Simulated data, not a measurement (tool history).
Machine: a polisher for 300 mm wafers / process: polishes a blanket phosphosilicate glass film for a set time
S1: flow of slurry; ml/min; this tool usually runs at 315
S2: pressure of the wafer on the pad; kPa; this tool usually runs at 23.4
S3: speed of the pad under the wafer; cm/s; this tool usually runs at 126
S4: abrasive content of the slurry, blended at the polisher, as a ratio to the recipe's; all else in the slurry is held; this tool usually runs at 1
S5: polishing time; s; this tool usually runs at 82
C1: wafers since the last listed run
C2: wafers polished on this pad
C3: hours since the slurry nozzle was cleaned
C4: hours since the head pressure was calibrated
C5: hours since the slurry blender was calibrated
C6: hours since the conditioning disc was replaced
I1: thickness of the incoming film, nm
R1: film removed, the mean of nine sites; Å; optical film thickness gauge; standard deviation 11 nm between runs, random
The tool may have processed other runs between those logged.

run    hour   S1    S2   S3    S4   S5    C1    C2     C3      C4     C5     C6      I1     R1
  1       0  315  23.4  126     1   82     0   201     54    51.3   77.6  145.3  2560.8   9868
  2      47  315  23.4  126     1   82   328   529    101    98.3  124.6  192.3  2544.4   9866
  3   123.9  315  23.4  126     1   82   537  1067  177.9   175.2  201.5  269.2  2544.2   9886
  4   174.6  315  23.4  126     1   82   354  1421  228.6   225.9  252.2  319.9  2594.3   9594
  5   222.4  315  23.4  126     1   82   333  1755  276.4   273.7    300  367.7  2554.3   9664
  6   262.3  315  23.4  126     1   82   278  2033  316.3   313.6  339.9  407.6  2582.7   9687
      277.7  -- conditioning disc replaced and pad reconditioned
  7   341.7  315  23.4  126     1   82   540  2574  395.7     393  419.3     64  2606.4   9773
      350.9  -- slurry blender recalibrated
  8   387.6  315  23.4  126     1   82   306  2880  441.6   438.9   36.7  109.9  2544.3   9601
      410.5  -- worn pad replaced by a new one
  9   458.5  315  23.4  126     1   82   467   334  512.5   509.8  107.6  180.8  2580.9   9558
      578.6  -- slurry nozzle cleaned
      639.8  -- conditioning disc replaced and pad reconditioned
 10     663  315  23.4  126     1   82  1407  1742   84.4   714.3  312.1   23.2  2544.1   9530
 11   767.7  315  23.4  126     1   82   731  2473  189.1     819  416.8  127.9  2568.3   9634
      778.6  -- worn pad replaced by a new one, of another model than before
      787.6  -- slurry blender recalibrated
 12   865.3  315  23.4  126     1   76   639   591  286.7   916.6   77.7  225.5  2558.8   9053
 13   962.7  315  23.4  126     1   82   680  1271  384.1    1014  175.1  322.9    2581   9581
 14  1007.4  315  23.4  126     1   82   312  1583  428.8  1058.7  219.8  367.6  2528.9   9616
     1056.6  -- conditioning disc replaced and pad reconditioned
     1110.7  -- slurry nozzle cleaned
 15  1222.7  315  23.4  126     1   82  1482  3066    112    1274  435.1  166.1  2605.6   9786
     1233.8  -- worn pad replaced by a new one
     1244.9  -- slurry blender recalibrated
 16  1310.4  215  29.6  126     1   82   570   521  199.7  1361.7   65.5  253.8  2558.2  10899
     1334.1  -- head pressure recalibrated
 17  1383.8  315  23.4  126     1   82   498  1019  273.1    49.7  138.9  327.2  2560.2   9854
 18  1457.2  315  15.2  170     1  105   512  1532  346.5   123.1  212.3  400.6    2572  11307
     1497.1  -- conditioning disc replaced and pad reconditioned
 19  1500.6  390  23.4  126     1   82   289  1821  389.9   166.5  255.7    3.5  2604.3  10033
 20  1553.2  370  17.9  126  0.75   82   367  2189  442.5   219.1  308.3   56.1  2569.7   7350
 21    1614  315  23.4  126     1   82   424  2613  503.3   279.9  369.1  116.9  2532.6   9850
     1631.6  -- slurry blender recalibrated
 22  1657.6  315  17.9  126     1   82   290  2904  546.9   323.5     26  160.5  2571.5   8443
     1673.6  -- worn pad replaced by a new one
 23  1731.4  400  23.4  126  0.85   82   487   403  620.7   397.3   99.8  234.3  2556.7   9094
     1734.5  -- slurry nozzle cleaned
 24  1831.4  250  23.4  126     1   82   691  1095   96.9   497.3  199.8  334.3  2546.2   9646
 25  1894.5  270  23.4  126     1   82   440  1535    160   560.4  262.9  397.4  2541.1   9482
     1934.6  -- conditioning disc replaced and pad reconditioned
 26  2014.9  370  17.9  126  0.75   82   826  2362  280.4   680.8  383.3   80.3  2591.1   7466

What if the next run were any one of these 3? Each begins from the tool's condition after run 26:
  A  2015.3  370  23.4  126   1  82   2  2365  280.8  681.2  383.7  80.7  2542   ?
  B  2015.3  215  17.2   92   1  73   2  2365  280.8  681.2  383.7  80.7  2542   ?
  C  2015.3  315  18.6  126   1  82   2  2365  280.8  681.2  383.7  80.7  2542   ?

run    R1
  A  9847
  B  6435
  C  8585
Without the tool's unlogged condition, the same runs would have read:
run     R1
  A  10084
  B   6590
  C   8792

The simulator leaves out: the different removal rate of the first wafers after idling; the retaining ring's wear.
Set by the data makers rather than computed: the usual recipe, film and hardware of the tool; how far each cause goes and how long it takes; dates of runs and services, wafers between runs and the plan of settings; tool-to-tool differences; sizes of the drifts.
